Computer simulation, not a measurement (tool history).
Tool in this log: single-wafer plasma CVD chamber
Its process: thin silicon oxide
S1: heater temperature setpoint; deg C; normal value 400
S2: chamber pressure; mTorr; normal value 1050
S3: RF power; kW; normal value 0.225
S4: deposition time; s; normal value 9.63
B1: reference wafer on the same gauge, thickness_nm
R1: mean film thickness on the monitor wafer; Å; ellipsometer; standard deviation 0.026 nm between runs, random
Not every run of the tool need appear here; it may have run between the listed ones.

run,hour,S1,S2,S3,S4,B1,R1
1,0.0,389,1050,0.225,9.63,18.001,162.91
2,33.9,400,1050,0.225,9.63,18.009,161.46
3,59.9,400,1050,0.225,9.63,18.000,161.18
4,84.9,400,1050,0.225,9.63,18.009,161.27
5,109.8,400,1050,0.225,9.63,17.998,161.41
6,127.3,400,970,0.225,9.63,18.006,153.91
# hour 142.9: thermocouple changed; heater temperature recalibrated
# hour 148.7: gauge calibrated
7,154.3,400,970,0.225,9.63,17.998,153.83
# hour 163.9: showerhead replaced
8,185.5,400,1050,0.225,9.63,18.002,160.72
# hour 200.3: RF generator calibrated
9,219.9,400,1050,0.225,9.63,18.003,163.70
10,255.6,396,900,0.185,9.63,17.995,141.26
11,275.8,393,790,0.250,11.08,17.997,164.26
# hour 291.6: capacitance manometer re-zeroed and calibrated
12,293.4,394,1050,0.205,9.63,17.998,164.86
13,312.5,387,830,0.225,9.63,18.004,149.15
14,340.3,400,1050,0.225,9.63,17.991,169.11
15,354.2,412,800,0.180,9.01,18.006,125.74
16,379.4,400,1190,0.225,9.63,17.999,179.33
17,403.4,415,1290,0.225,7.76,18.003,148.48

Predict each of these 5 candidate next runs independently; none follows another, all start after run 17:
A,403.8,400,1050,0.225,9.63,?,?
B,403.8,400,1050,0.225,8.19,?,?
C,403.8,405,1150,0.260,8.09,?,?
D,403.8,400,910,0.195,10.94,?,?
E,403.8,400,1050,0.255,9.63,?,?

run,B1,R1
A,17.994,167.68
B,17.994,142.66
C,17.994,153.66
D,17.994,169.03
E,17.994,174.17
Take away the tool's hidden state, keep each run's random variation, and the runs would have read:
run,R1
A,170.72
B,145.25
C,156.45
D,172.48
E,177.33
